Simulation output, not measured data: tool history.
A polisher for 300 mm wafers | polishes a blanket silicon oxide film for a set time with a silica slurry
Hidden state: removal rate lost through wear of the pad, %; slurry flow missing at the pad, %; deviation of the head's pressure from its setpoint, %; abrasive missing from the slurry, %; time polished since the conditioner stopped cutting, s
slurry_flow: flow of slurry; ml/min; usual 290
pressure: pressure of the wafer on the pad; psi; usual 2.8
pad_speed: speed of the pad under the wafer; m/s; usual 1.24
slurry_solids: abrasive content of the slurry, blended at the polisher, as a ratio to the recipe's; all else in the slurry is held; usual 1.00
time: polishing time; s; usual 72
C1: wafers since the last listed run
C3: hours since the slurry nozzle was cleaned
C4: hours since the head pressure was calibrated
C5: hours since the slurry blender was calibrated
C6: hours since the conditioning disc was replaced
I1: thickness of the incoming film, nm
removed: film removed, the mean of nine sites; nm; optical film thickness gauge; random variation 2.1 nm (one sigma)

run 1 hour=0.0 | slurry_flow=290 pressure=2.8 pad_speed=1.24 slurry_solids=1.00 time=72 | C1=0 wafers_polished_on_this_pad=1824 C3=134.5 C4=133.2 C5=146.7 C6=467.6 | I1=1245.8 | removed=177.8
-- hour=44.1 conditioning disc replaced and pad reconditioned
-- hour=64.9 worn pad replaced by a new one
run 2 hour=73.7 | slurry_flow=290 pressure=2.8 pad_speed=1.24 slurry_solids=1.00 time=72 | C1=730 wafers_polished_on_this_pad=94 C3=208.2 C4=206.9 C5=220.4 C6=29.6 | I1=1235.7 | removed=187.6
run 3 hour=115.5 | slurry_flow=290 pressure=2.8 pad_speed=1.24 slurry_solids=1.00 time=72 | C1=450 wafers_polished_on_this_pad=545 C3=250.0 C4=248.7 C5=262.2 C6=71.4 | I1=1245.7 | removed=183.9
run 4 hour=160.0 | slurry_flow=290 pressure=2.8 pad_speed=1.24 slurry_solids=1.00 time=72 | C1=480 wafers_polished_on_this_pad=1025 C3=294.5 C4=293.2 C5=306.7 C6=115.9 | I1=1224.3 | removed=179.2
run 5 hour=217.5 | slurry_flow=290 pressure=2.8 pad_speed=1.24 slurry_solids=1.00 time=72 | C1=620 wafers_polished_on_this_pad=1646 C3=352.0 C4=350.7 C5=364.2 C6=173.4 | I1=1219.1 | removed=178.0
-- hour=278.1 head pressure recalibrated
run 6 hour=289.6 | slurry_flow=290 pressure=2.8 pad_speed=1.24 slurry_solids=1.00 time=72 | C1=756 wafers_polished_on_this_pad=2402 C3=424.1 C4=11.5 C5=436.3 C6=245.5 | I1=1223.1 | removed=174.3
-- hour=297.1 worn pad replaced by a new one
-- hour=311.3 slurry blender recalibrated
run 7 hour=364.0 | slurry_flow=290 pressure=2.8 pad_speed=1.24 slurry_solids=1.00 time=72 | C1=737 wafers_polished_on_this_pad=699 C3=498.5 C4=85.9 C5=52.7 C6=319.9 | I1=1254.3 | removed=166.2
run 8 hour=449.5 | slurry_flow=290 pressure=2.5 pad_speed=1.24 slurry_solids=1.00 time=72 | C1=922 wafers_polished_on_this_pad=1622 C3=584.0 C4=171.4 C5=138.2 C6=405.4 | I1=1208.2 | removed=140.8
-- hour=538.9 slurry nozzle cleaned
run 9 hour=541.2 | slurry_flow=290 pressure=2.5 pad_speed=1.24 slurry_solids=0.90 time=72 | C1=978 wafers_polished_on_this_pad=2600 C3=2.3 C4=263.1 C5=229.9 C6=497.1 | I1=1237.4 | removed=131.9
-- hour=578.5 conditioning disc replaced and pad reconditioned
-- hour=579.2 worn pad replaced by a new one, repeated, since the last time left the tool worse
run 10 hour=595.2 | slurry_flow=290 pressure=2.1 pad_speed=1.46 slurry_solids=0.80 time=60 | C1=553 wafers_polished_on_this_pad=172 C3=56.3 C4=317.1 C5=283.9 C6=16.7 | I1=1230.3 | removed=116.1
run 11 hour=635.7 | slurry_flow=265 pressure=2.2 pad_speed=1.42 slurry_solids=1.00 time=86 | C1=436 wafers_polished_on_this_pad=609 C3=96.8 C4=357.6 C5=324.4 C6=57.2 | I1=1248.1 | removed=188.7
-- hour=765.4 slurry blender recalibrated
-- hour=809.4 head pressure recalibrated
-- hour=825.5 worn pad replaced by a new one
run 12 hour=846.2 | slurry_flow=370 pressure=2.8 pad_speed=1.24 slurry_solids=1.00 time=72 | C1=2184 wafers_polished_on_this_pad=223 C3=307.3 C4=36.8 C5=80.8 C6=267.7 | I1=1222.4 | removed=186.9
run 13 hour=898.2 | slurry_flow=290 pressure=2.8 pad_speed=1.24 slurry_solids=1.00 time=72 | C1=560 wafers_polished_on_this_pad=784 C3=359.3 C4=88.8 C5=132.8 C6=319.7 | I1=1244.4 | removed=180.6
-- hour=1063.3 worn pad replaced by a new one
-- hour=1080.8 conditioning disc replaced and pad reconditioned
-- hour=1155.3 slurry blender recalibrated
run 14 hour=1181.7 | slurry_flow=210 pressure=1.8 pad_speed=1.24 slurry_solids=1.00 time=72 | C1=2971 wafers_polished_on_this_pad=1233 C3=642.8 C4=372.3 C5=26.4 C6=100.9 | I1=1221.9 | removed=110.9
run 15 hour=1263.8 | slurry_flow=290 pressure=2.8 pad_speed=1.24 slurry_solids=1.30 time=72 | C1=885 wafers_polished_on_this_pad=2119 C3=724.9 C4=454.4 C5=108.5 C6=183.0 | I1=1213.7 | removed=196.5
-- hour=1287.2 head pressure recalibrated
-- hour=1325.4 worn pad replaced by a new one
run 16 hour=1334.9 | slurry_flow=290 pressure=3.5 pad_speed=1.08 slurry_solids=0.85 time=89 | C1=702 wafers_polished_on_this_pad=102 C3=796.0 C4=47.7 C5=179.6 C6=254.1 | I1=1239.6 | removed=246.7

Forecast each of these 5 alternatives for the next run:
run A hour=1335.4 | slurry_flow=290 pressure=2.8 pad_speed=0.88 slurry_solids=1.00 time=72 | C1=5 wafers_polished_on_this_pad=108 C3=796.5 C4=48.2 C5=180.1 C6=254.6 | I1=1215.0 | removed=?
run B hour=1335.4 | slurry_flow=325 pressure=2.8 pad_speed=1.24 slurry_solids=1.00 time=72 | C1=5 wafers_polished_on_this_pad=108 C3=796.5 C4=48.2 C5=180.1 C6=254.6 | I1=1215.0 | removed=?
run C hour=1335.4 | slurry_flow=290 pressure=2.8 pad_speed=1.24 slurry_solids=1.25 time=56 | C1=5 wafers_polished_on_this_pad=108 C3=796.5 C4=48.2 C5=180.1 C6=254.6 | I1=1215.0 | removed=?
run D hour=1335.4 | slurry_flow=290 pressure=3.4 pad_speed=1.24 slurry_solids=1.00 time=72 | C1=5 wafers_polished_on_this_pad=108 C3=796.5 C4=48.2 C5=180.1 C6=254.6 | I1=1215.0 | removed=?
run E hour=1335.4 | slurry_flow=290 pressure=3.7 pad_speed=1.56 slurry_solids=0.90 time=72 | C1=5 wafers_polished_on_this_pad=108 C3=796.5 C4=48.2 C5=180.1 C6=254.6 | I1=1215.0 | removed=?

run=A removed=150.8
run=B removed=188.4
run=C removed=157.9
run=D removed=226.3
run=E removed=274.3
Without the tool's hidden state the same runs would have given:
run=A removed=151.2
run=B removed=189.0
run=C removed=158.3
run=D removed=227.0
run=E removed=275.1
